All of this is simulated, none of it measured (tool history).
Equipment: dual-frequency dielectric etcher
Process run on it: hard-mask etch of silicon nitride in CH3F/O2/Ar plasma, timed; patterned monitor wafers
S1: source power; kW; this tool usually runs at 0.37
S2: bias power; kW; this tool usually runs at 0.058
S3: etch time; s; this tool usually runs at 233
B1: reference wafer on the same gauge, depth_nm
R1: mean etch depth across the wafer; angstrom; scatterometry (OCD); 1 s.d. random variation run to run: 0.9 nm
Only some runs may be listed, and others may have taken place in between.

run    hour    S1     S2     S3     B1    R1
  1       0  0.37  0.058    233  163.2  1577
  2    28.9  0.37  0.058    233  163.2  1580
       64.3  -- gauge calibrated
       69.9  -- wet clean of the chamber
  3    70.4  0.37  0.058    233  162.6  1602
  4   124.2  0.37  0.067  282.5  162.7  2027
  5   171.1   0.4  0.058    233  163.3  1661
  6   201.3  0.37  0.053    218    163  1481
  7   226.7  0.37  0.053    218  162.7  1471
  8   258.5  0.37  0.053    218  162.5  1485
      305.2  -- upper electrode replaced
  9   305.7  0.37  0.058    233    163  1617
 10   356.1  0.37  0.058    233    163  1640
      395.4  -- source power generator calibrated
 11   419.3  0.37  0.058    233  162.9  1635
      448.7  -- wet clean of the chamber, repeated, since the last time left the tool worse
 12   470.1  0.37  0.058    233  163.1  1553
      508.1  -- bias power generator calibrated
 13   508.6  0.44   0.05  273.5  163.2  1867
 14   539.7  0.33  0.058    233  163.3  1478
 15   610.5  0.41  0.046  171.5  163.1  1128
 16   638.3  0.34  0.058    190  162.6  1236
 17   677.1  0.37  0.051    233    163  1516
 18   739.7  0.45  0.062  177.5    163  1320
      876.2  -- wet clean of the chamber
 19   894.2  0.37  0.058    233  162.6  1536
        914  -- gauge calibrated
 20     961  0.37  0.058    233  162.8  1550
 21   997.1  0.37  0.058    233    163  1543
 22  1037.1  0.31  0.047  166.5  162.9   987
 23  1070.3  0.29  0.071  266.5  163.1  1723
 24  1112.4  0.37   0.05    233  162.9  1512
 25  1154.7  0.34  0.058    190  162.6  1239
 26  1205.8  0.39  0.065    252  162.7  1770
 27  1232.7  0.42  0.071    202  162.6  1511
     1266.8  -- wet clean of the chamber
 28  1267.3  0.37  0.058  207.5  163.2  1372
 29  1292.7   0.4  0.048    233  162.9  1518

Here are 4 independent what-if runs from the current tool condition. What would each one return?
  A  1293.2  0.37  0.058    199   ?   ?
  B  1293.2  0.37  0.062    233   ?   ?
  C  1293.2  0.37  0.058  197.5   ?   ?
  D  1293.2  0.29  0.058    189   ?   ?

run     B1    R1
  A  163.3  1311
  B  163.3  1562
  C  163.3  1301
  D  163.3  1138
With no hidden state in the tool, these same runs would have given:
run    R1
  A  1306
  B  1557
  C  1297
  D  1134

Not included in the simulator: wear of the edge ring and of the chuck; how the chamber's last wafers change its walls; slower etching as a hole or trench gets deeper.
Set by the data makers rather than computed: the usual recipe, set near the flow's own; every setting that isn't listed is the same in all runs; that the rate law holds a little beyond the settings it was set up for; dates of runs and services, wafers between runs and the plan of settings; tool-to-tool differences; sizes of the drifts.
